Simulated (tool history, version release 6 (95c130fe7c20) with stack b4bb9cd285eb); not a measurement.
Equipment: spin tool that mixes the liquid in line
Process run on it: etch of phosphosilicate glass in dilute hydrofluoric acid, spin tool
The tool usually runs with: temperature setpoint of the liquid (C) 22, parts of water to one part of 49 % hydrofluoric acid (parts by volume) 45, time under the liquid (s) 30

| run | hour | temperature setpoint of the liquid (C) | parts of water to one part of 49 % hydrofluoric acid (parts by volume) | time under the liquid (s) | wafers since the last listed run | hours since the thermometer was replaced | hours since the hydrofluoric acid flow meter was replaced | hours since the gauge calibration | read-back film thickness of the phosphosilicate glass reference wafer, read on the same gauge (nm) | thickness taken off the phosphosilicate glass on a monitor wafer (angstrom) |
|---|---|---|---|---|---|---|---|---|---|---|
| 1 | 0 | 22 | 45 | 30 | 0 | 1672.4 | 1686.7 | 124.6 | 59.98 | 520.8 |
|  | 6.7 | gauge calibrated |
| 2 | 10.7 | 22 | 45 | 30 | 221 | 1683.1 | 1697.4 | 4 | 60 | 512.1 |
| 3 | 26.6 | 22 | 45 | 30 | 329 | 1699 | 1713.3 | 19.9 | 60 | 519.7 |
| 4 | 38.7 | 22 | 45 | 30 | 250 | 1711.1 | 1725.4 | 32 | 60 | 515 |
| 5 | 55 | 22 | 45 | 30 | 337 | 1727.4 | 1741.7 | 48.3 | 59.99 | 508.3 |
| 6 | 70.9 | 22 | 45 | 30 | 329 | 1743.3 | 1757.6 | 64.2 | 60.02 | 515.1 |
| 7 | 82.5 | 22 | 45 | 30 | 240 | 1754.9 | 1769.2 | 75.8 | 60 | 511.8 |
|  | 110 | thermometer replaced |
| 8 | 110.5 | 22 | 45 | 30 | 559 | 0.5 | 1797.2 | 103.8 | 60 | 514.4 |
| 9 | 122.2 | 20.5 | 45 | 30 | 242 | 12.2 | 1808.9 | 115.5 | 60.01 | 491.5 |
|  | 128.4 | hydrofluoric acid flow meter replaced |
|  | 131.5 | gauge calibrated |
| 10 | 137.6 | 26.5 | 30 | 45 | 298 | 27.6 | 9.2 | 6.1 | 60 | 1417.7 |
| 11 | 153.9 | 20.5 | 65 | 50 | 337 | 43.9 | 25.5 | 22.4 | 59.99 | 544.9 |
| 12 | 162.2 | 22 | 45 | 30 | 172 | 52.2 | 33.8 | 30.7 | 59.99 | 517.9 |
| 13 | 177.1 | 18.5 | 65 | 40 | 308 | 67.1 | 48.7 | 45.6 | 60.01 | 400.4 |
| 14 | 212.4 | 22 | 30 | 30 | 731 | 102.4 | 84 | 80.9 | 59.97 | 793.1 |
| 15 | 224.3 | 26.5 | 30 | 30 | 246 | 114.3 | 95.9 | 92.8 | 59.98 | 954.4 |
| 16 | 235.4 | 22 | 45 | 30 | 230 | 125.4 | 107 | 103.9 | 60.01 | 522.1 |

Hidden state at the last listed run before each entry between runs and at the first one after, where it differs:
Runs 1 to 2: gauge calibrated (hour 6.7)
  the hidden state is the same at both runs
Runs 7 to 8: thermometer replaced (hour 110)
  the hidden state is the same at both runs
Runs 9 to 10: hydrofluoric acid flow meter replaced (hour 128.4); gauge calibrated (hour 131.5)
  the hidden state is the same at both runs
